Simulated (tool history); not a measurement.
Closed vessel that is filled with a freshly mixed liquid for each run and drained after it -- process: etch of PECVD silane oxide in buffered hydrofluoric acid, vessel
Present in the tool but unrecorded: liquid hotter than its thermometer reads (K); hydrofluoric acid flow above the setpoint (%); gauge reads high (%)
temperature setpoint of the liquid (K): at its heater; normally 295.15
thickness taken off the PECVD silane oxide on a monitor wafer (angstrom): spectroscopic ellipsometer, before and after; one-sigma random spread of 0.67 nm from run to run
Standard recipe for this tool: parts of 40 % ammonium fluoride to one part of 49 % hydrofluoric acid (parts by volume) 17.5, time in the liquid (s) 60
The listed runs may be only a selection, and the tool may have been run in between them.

run	hour	temperature setpoint of the liquid (K)	parts of 40 % ammonium fluoride to one part of 49 % hydrofluoric acid (parts by volume)	time in the liquid (s)	wafers since the last listed run	hours since the thermometer was replaced	hours since the hydrofluoric acid flow meter was replaced	hours since the gauge calibration	read-back film thickness of the PECVD silane oxide reference wafer, read on the same gauge (nm)	thickness taken off the PECVD silane oxide on a monitor wafer (angstrom)
1	0	295.15	17.5	60	0	1741.3	1642.5	244.7	70.02	885
2	12.6	295.15	17.5	60	1619	1753.9	1655.1	257.3	70.01	889
3	29.3	295.15	17.5	60	2146	1770.6	1671.8	274	70	880.9
4	53.7	295.15	14.5	60	3136	1795	1696.2	298.4	70.02	1061.7
5	67.2	295.15	17.5	60	1735	1808.5	1709.7	311.9	70	888.7
6	87.6	295.15	17.5	85	2622	1828.9	1730.1	332.3	70.01	1258
7	118.1	295.15	17.5	85	3920	1859.4	1760.6	362.8	69.98	1257.2
8	144.3	295.15	17.5	85	3367	1885.6	1786.8	389	69.97	1251.7
9	170.4	295.15	13.5	45	3355	1911.7	1812.9	415.1	70.01	857.7
10	187.3	295.15	13.5	45	2172	1928.6	1829.8	432	69.98	866.2
11	203.6	295.15	13.5	45	2095	1944.9	1846.1	448.3	70.02	859.2
12	232.4	295.15	17.5	60	3702	1973.7	1874.9	477.1	70.01	904.6
13	268.3	295.15	17.5	60	4614	2009.6	1910.8	513	70.01	891.7
14	293	295.15	17.5	85	3175	2034.3	1935.5	537.7	70	1255.9
15	320.4	295.15	17.5	45	3522	2061.7	1962.9	565.1	70.02	681.5
16	339.6	293.65	15	45	2468	2080.9	1982.1	584.3	70	714.5
17	359.6	295.15	17.5	60	2570	2100.9	2002.1	604.3	69.98	894.7
18	393.4	298.15	22.5	85	4344	2134.7	2035.9	638.1	70	1178.8
19	410.4	297.65	23	70	2185	2151.7	2052.9	655.1	69.99	936.3
20	429	292.65	21	70	2390	2170.3	2071.5	673.7	70	777.6
# hour 445.9: thermometer replaced
21	451.3	299.15	19.5	80	2738	5.4	2093.8	696	70.01	1342.9
22	477.1	295.15	17.5	90	3316	31.2	2119.6	721.8	70.01	1354.9
# hour 495.5: hydrofluoric acid flow meter replaced
23	496.9	298.15	22.5	85	2416	51	1.4	741.6	70.02	1101.1
# hour 504.9: gauge calibrated
24	524.5	295.15	20	60	3547	78.6	29	19.6	70	706.5
25	559.2	295.15	22	45	4460	113.3	63.7	54.3	70.01	505.3
26	585.8	295.15	24	60	3419	139.9	90.3	80.9	70.03	621.6
27	675.9	296.65	19.5	70	11581	230	180.4	171	69.99	922.3

3 ways to go on from here, each from the tool as it stands after run 27. What would each give?
A	676.6	295.15	22.5	60	89	230.7	181.1	171.7	?	?
B	676.6	291.65	21	40	89	230.7	181.1	171.7	?	?
C	676.6	295.15	21	40	89	230.7	181.1	171.7	?	?

run	read-back film thickness of the PECVD silane oxide reference wafer, read on the same gauge (nm)	thickness taken off the PECVD silane oxide on a monitor wafer (angstrom)
A	69.98	657.5
B	69.98	377.8
C	69.98	459.7
What these runs would have given with no unlogged condition in the tool:
run	thickness taken off the PECVD silane oxide on a monitor wafer (angstrom)
A	651
B	374
C	455.2

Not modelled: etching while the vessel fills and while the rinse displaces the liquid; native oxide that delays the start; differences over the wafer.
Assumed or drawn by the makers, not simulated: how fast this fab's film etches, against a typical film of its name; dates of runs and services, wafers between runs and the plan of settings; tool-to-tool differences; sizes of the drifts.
